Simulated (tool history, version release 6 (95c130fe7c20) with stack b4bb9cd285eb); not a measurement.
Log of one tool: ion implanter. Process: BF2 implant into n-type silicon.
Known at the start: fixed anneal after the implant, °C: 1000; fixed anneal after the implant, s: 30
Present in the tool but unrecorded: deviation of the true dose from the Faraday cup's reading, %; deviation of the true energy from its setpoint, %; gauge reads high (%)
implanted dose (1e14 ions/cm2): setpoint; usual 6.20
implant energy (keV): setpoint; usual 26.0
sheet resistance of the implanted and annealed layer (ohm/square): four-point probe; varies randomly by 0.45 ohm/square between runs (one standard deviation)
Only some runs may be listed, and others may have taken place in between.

run,hour,implanted dose (1e14 ions/cm2),implant energy (keV),wafers since the last listed run,hours since the last dose calibration,hours since the extraction supply was calibrated,hours since the gauge calibration,"read-back reference wafer on the same gauge, sheet resistance",sheet resistance of the implanted and annealed layer (ohm/square)
1,0.0,6.77,19.5,0,803.5,5961.1,120.9,219.06,190.93
2,13.9,6.20,26.0,246,817.4,5975.0,134.8,218.80,185.43
3,22.9,6.20,26.0,159,826.4,5984.0,143.8,218.84,185.23
4,32.7,6.20,26.0,174,836.2,5993.8,153.6,219.07,185.93
5,47.8,5.78,23.5,268,851.3,6008.9,168.7,218.86,199.29
6,59.0,5.78,23.5,198,862.5,6020.1,179.9,219.09,199.43
7,75.7,5.78,23.5,296,879.2,6036.8,196.6,218.95,198.34
8,82.7,6.20,26.0,124,886.2,6043.8,203.6,219.05,185.67
9,88.8,6.20,26.0,108,892.3,6049.9,209.7,219.17,185.73
10,100.9,5.37,19.0,214,904.4,6062.0,221.8,219.02,220.57
11,107.3,5.37,19.0,113,910.8,6068.4,228.2,218.90,219.58
12,123.5,5.37,19.0,287,927.0,6084.6,244.4,219.00,219.45
13,131.2,4.96,26.0,136,934.7,6092.3,252.1,219.01,217.60
14,148.6,4.96,26.0,309,952.1,6109.7,269.5,219.19,215.99
15,166.3,4.96,26.0,314,969.8,6127.4,287.2,219.32,215.89
16,176.6,7.18,32.5,182,980.1,6137.7,297.5,219.12,159.81
17,187.8,5.37,19.0,198,991.3,6148.9,308.7,219.21,220.32
18,195.4,6.86,20.5,134,998.9,6156.5,316.3,218.78,187.00
19,207.6,6.20,26.0,216,1011.1,6168.7,328.5,219.00,185.41
20,216.4,4.91,29.0,156,1019.9,6177.5,337.3,218.95,213.54
# hour 224.4: gauge calibrated
21,225.2,6.91,21.5,156,1028.7,6186.3,0.8,218.86,183.34
22,240.2,6.20,26.0,266,1043.7,6201.3,15.8,219.10,184.80
23,257.7,7.45,33.5,310,1061.2,6218.8,33.3,219.06,154.81
# hour 270.8: extraction supply calibrated
24,271.3,5.58,26.0,99,1074.8,0.5,46.9,219.05,198.83
25,279.6,6.20,26.0,147,1083.1,8.8,55.2,219.11,184.63
26,293.7,7.69,17.5,250,1097.2,22.9,69.3,219.14,185.15
27,305.0,6.72,22.5,200,1108.5,34.2,80.6,218.92,183.68
28,321.5,5.00,31.5,293,1125.0,50.7,97.1,219.10,207.85
29,333.3,6.20,26.0,209,1136.8,62.5,108.9,219.04,184.11
# hour 348.8: Faraday cup replaced and dose calibrated
30,349.3,7.86,31.0,142,0.5,78.5,124.9,218.85,156.74
31,365.6,4.73,30.0,289,16.8,94.8,141.2,219.16,226.58
32,379.4,6.20,26.0,245,30.6,108.6,155.0,218.96,189.61
33,416.1,6.20,23.5,651,67.3,145.3,191.7,219.06,193.43
34,427.1,5.55,18.5,195,78.3,156.3,202.7,218.88,220.89
35,438.1,5.28,17.5,195,89.3,167.3,213.7,218.73,230.95
36,454.1,6.20,26.0,284,105.3,183.3,229.7,219.25,188.75
37,466.2,4.72,31.0,214,117.4,195.4,241.8,218.99,223.15

What if the next run were any one of these 4? Each begins from the tool's condition after run 37:
A,466.6,7.94,26.0,7,117.8,195.8,242.2,?,?
B,466.6,6.20,31.5,7,117.8,195.8,242.2,?,?
C,466.6,7.35,32.0,7,117.8,195.8,242.2,?,?
D,466.6,6.20,22.0,7,117.8,195.8,242.2,?,?

run,"read-back reference wafer on the same gauge, sheet resistance",sheet resistance of the implanted and annealed layer (ohm/square)
A,219.00,163.79
B,219.00,181.60
C,219.00,161.41
D,219.00,197.71
With no hidden state in the tool, these same runs would have given:
run,sheet resistance of the implanted and annealed layer (ohm/square)
A,164.61
B,182.83
C,162.38
D,198.85

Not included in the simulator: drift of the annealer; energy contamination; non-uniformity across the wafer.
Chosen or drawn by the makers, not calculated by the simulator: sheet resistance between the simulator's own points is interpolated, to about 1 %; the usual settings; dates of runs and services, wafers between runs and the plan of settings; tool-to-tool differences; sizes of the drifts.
